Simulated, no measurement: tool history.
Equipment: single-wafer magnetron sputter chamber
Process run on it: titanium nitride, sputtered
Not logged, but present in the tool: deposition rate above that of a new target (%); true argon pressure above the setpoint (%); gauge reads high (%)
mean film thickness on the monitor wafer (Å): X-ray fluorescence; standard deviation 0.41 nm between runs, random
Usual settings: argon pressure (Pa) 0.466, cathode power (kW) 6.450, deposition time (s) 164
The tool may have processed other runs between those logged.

| run | hour | argon pressure (Pa) | cathode power (kW) | deposition time (s) | wafers since the last listed run | wafers on the sputter target | hours since the last manometer calibration | hours since the magnet pack was replaced | hours since the gauge calibration | read-back reference wafer on the same gauge, thickness_nm | mean film thickness on the monitor wafer (Å) |
|---|---|---|---|---|---|---|---|---|---|---|---|
| 1 | 0.0 | 0.466 | 6.450 | 164 | 0 | 1251 | 2460.8 | 9289.1 | 142.4 | 161.925 | 1832.75 |
| 2 | 29.0 | 0.466 | 6.450 | 164 | 388 | 1640 | 2489.8 | 9318.1 | 171.4 | 161.996 | 1830.13 |
| 3 | 48.7 | 0.466 | 6.450 | 164 | 264 | 1904 | 2509.5 | 9337.8 | 191.1 | 162.193 | 1835.41 |
| 4 | 77.9 | 0.466 | 6.450 | 164 | 391 | 2296 | 2538.7 | 9367.0 | 220.3 | 162.370 | 1838.68 |
| 5 | 110.0 | 0.466 | 6.450 | 164 | 430 | 2727 | 2570.8 | 9399.1 | 252.4 | 162.762 | 1844.89 |
| 6 | 126.6 | 0.466 | 6.450 | 164 | 222 | 2949 | 2587.4 | 9415.7 | 269.0 | 162.694 | 1836.56 |
|  | 148.3 | gauge calibrated |
| 7 | 154.0 | 0.466 | 6.450 | 164 | 367 | 3317 | 2614.8 | 9443.1 | 5.7 | 161.339 | 1826.38 |
| 8 | 171.4 | 0.466 | 6.450 | 164 | 233 | 3550 | 2632.2 | 9460.5 | 23.1 | 161.353 | 1826.61 |
| 9 | 191.2 | 0.466 | 6.450 | 164 | 265 | 3815 | 2652.0 | 9480.3 | 42.9 | 161.495 | 1831.29 |
|  | 213.9 | capacitance manometer re-zeroed and calibrated |
| 10 | 214.4 | 0.466 | 6.450 | 153 | 203 | 4019 | 0.5 | 9503.5 | 66.1 | 161.642 | 1711.24 |
|  | 294.5 | magnet pack replaced |
|  | 300.8 | sputter target and shields replaced |
| 11 | 311.6 | 0.315 | 6.450 | 155 | 1111 | 144 | 97.7 | 17.1 | 163.3 | 162.395 | 1833.37 |
| 12 | 330.5 | 0.466 | 6.450 | 164 | 253 | 397 | 116.6 | 36.0 | 182.2 | 162.552 | 1832.83 |
| 13 | 342.7 | 0.339 | 7.000 | 152 | 163 | 561 | 128.8 | 48.2 | 194.4 | 162.496 | 1935.13 |
| 14 | 373.2 | 0.466 | 6.450 | 164 | 409 | 970 | 159.3 | 78.7 | 224.9 | 162.847 | 1845.55 |
| 15 | 389.3 | 0.466 | 7.800 | 164 | 215 | 1186 | 175.4 | 94.8 | 241.0 | 162.768 | 2233.30 |
| 16 | 415.5 | 0.617 | 7.450 | 139 | 351 | 1537 | 201.6 | 121.0 | 267.2 | 163.011 | 1708.45 |

Table of differences, measured result less the result of that run with no hidden state. Run-to-run variation is the same in both. Gauge scatter possibly is not:
| run | mean film thickness on the monitor wafer (Å) |
|---|---|
| 1 | +9.53 |
| 2 | +11.62 |
| 3 | +13.08 |
| 4 | +15.21 |
| 5 | +17.59 |
| 6 | +18.71 |
| 7 | +3.52 |
| 8 | +4.79 |
| 9 | +6.24 |
| 10 | +7.42 |
| 11 | +14.98 |
| 12 | +16.34 |
| 13 | +18.18 |
| 14 | +19.55 |
| 15 | +25.06 |
| 16 | +20.92 |
